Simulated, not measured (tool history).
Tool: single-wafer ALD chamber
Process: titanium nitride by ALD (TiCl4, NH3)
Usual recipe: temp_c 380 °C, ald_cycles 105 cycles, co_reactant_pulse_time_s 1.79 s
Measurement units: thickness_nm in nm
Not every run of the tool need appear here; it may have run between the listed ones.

| run | hour | temp_c | ald_cycles | co_reactant_pulse_time_s | read-back reference wafer on the same gauge, thickness_nm | thickness_nm |
|---|---|---|---|---|---|---|
| 1 | 0.0 | 380 | 105 | 2.14 | 1.959 | 2.221 |
| 2 | 9.0 | 380 | 105 | 2.14 | 1.957 | 2.230 |
| 3 | 20.5 | 380 | 105 | 2.14 | 1.956 | 2.219 |
| 4 | 27.7 | 380 | 105 | 1.79 | 1.955 | 2.188 |
| 5 | 42.0 | 380 | 105 | 1.79 | 1.952 | 2.188 |
| 6 | 55.4 | 380 | 105 | 1.79 | 1.951 | 2.195 |
| 7 | 71.8 | 387 | 105 | 1.79 | 1.948 | 2.195 |
| 8 | 78.3 | 387 | 105 | 1.79 | 1.947 | 2.197 |
| 9 | 111.3 | 387 | 105 | 1.79 | 1.943 | 2.194 |
| 10 | 118.7 | 380 | 90 | 1.79 | 1.943 | 1.871 |
|  | 121.5 | gauge calibrated |
| 11 | 132.3 | 380 | 90 | 1.79 | 1.987 | 1.907 |
| 12 | 140.9 | 380 | 90 | 1.79 | 1.986 | 1.909 |
| 13 | 151.7 | 380 | 105 | 1.79 | 1.985 | 2.217 |
| 14 | 163.8 | 380 | 105 | 1.79 | 1.986 | 2.222 |
| 15 | 177.7 | 380 | 105 | 2.01 | 1.986 | 2.242 |
| 16 | 187.5 | 373 | 105 | 1.79 | 1.985 | 2.210 |
| 17 | 203.8 | 366 | 98 | 1.08 | 1.985 | 1.942 |
| 18 | 211.2 | 372 | 113 | 1.32 | 1.985 | 2.324 |
|  | 228.3 | thermocouple changed; heater temperature recalibrated |
|  | 236.3 | showerhead replaced |
| 19 | 236.8 | 374 | 105 | 1.79 | 1.984 | 2.208 |
| 20 | 237.4 | 394 | 125 | 1.79 | 1.985 | 2.695 |
| 21 | 243.8 | 380 | 105 | 1.79 | 1.985 | 2.215 |
| 22 | 257.9 | 388 | 105 | 2.25 | 1.984 | 2.264 |
| 23 | 270.4 | 366 | 89 | 1.79 | 1.984 | 1.851 |
| 24 | 279.2 | 375 | 123 | 1.09 | 1.984 | 2.481 |
| 25 | 293.1 | 380 | 105 | 1.79 | 1.982 | 2.230 |
| 26 | 310.2 | 380 | 124 | 1.79 | 1.982 | 2.621 |
| 27 | 319.0 | 380 | 105 | 1.79 | 1.982 | 2.218 |
| 28 | 327.0 | 395 | 96 | 2.36 | 1.982 | 2.076 |
| 29 | 337.8 | 380 | 105 | 1.32 | 1.980 | 2.174 |
| 30 | 349.8 | 372 | 86 | 2.04 | 1.981 | 1.820 |
| 31 | 363.9 | 380 | 92 | 2.31 | 1.978 | 1.977 |
| 32 | 376.1 | 366 | 122 | 1.52 | 1.979 | 2.500 |
| 33 | 387.0 | 380 | 105 | 1.79 | 1.978 | 2.223 |
| 34 | 399.0 | 374 | 112 | 1.22 | 1.977 | 2.285 |
| 35 | 413.5 | 380 | 105 | 1.79 | 1.976 | 2.211 |
| 36 | 424.8 | 385 | 126 | 2.22 | 1.975 | 2.711 |
| 37 | 431.7 | 380 | 105 | 1.79 | 1.975 | 2.226 |
| 38 | 442.1 | 395 | 120 | 1.79 | 1.974 | 2.566 |
| 39 | 455.6 | 391 | 105 | 2.24 | 1.973 | 2.272 |

What the log doesn't show, run by run:
wafer temperature above the value expected at the setpoint (K): 0 on each run
H1: gauge reads high (%)
| run | H1 |
|---|---|
| 1 | -1.62 |
| 2 | -1.68 |
| 3 | -1.75 |
| 4 | -1.8 |
| 5 | -1.89 |
| 6 | -1.98 |
| 7 | -2.1 |
| 8 | -2.14 |
| 9 | -2.38 |
| 10 | -2.44 |
| 11 | -0.208 |
| 12 | -0.209 |
| 13 | -0.212 |
| 14 | -0.217 |
| 15 | -0.225 |
| 16 | -0.232 |
| 17 | -0.245 |
| 18 | -0.252 |
| 19 | -0.281 |
| 20 | -0.282 |
| 21 | -0.291 |
| 22 | -0.311 |
| 23 | -0.331 |
| 24 | -0.346 |
| 25 | -0.371 |
| 26 | -0.406 |
| 27 | -0.424 |
| 28 | -0.442 |
| 29 | -0.468 |
| 30 | -0.497 |
| 31 | -0.534 |
| 32 | -0.568 |
| 33 | -0.6 |
| 34 | -0.636 |
| 35 | -0.682 |
| 36 | -0.719 |
| 37 | -0.743 |
| 38 | -0.779 |
| 39 | -0.828 |
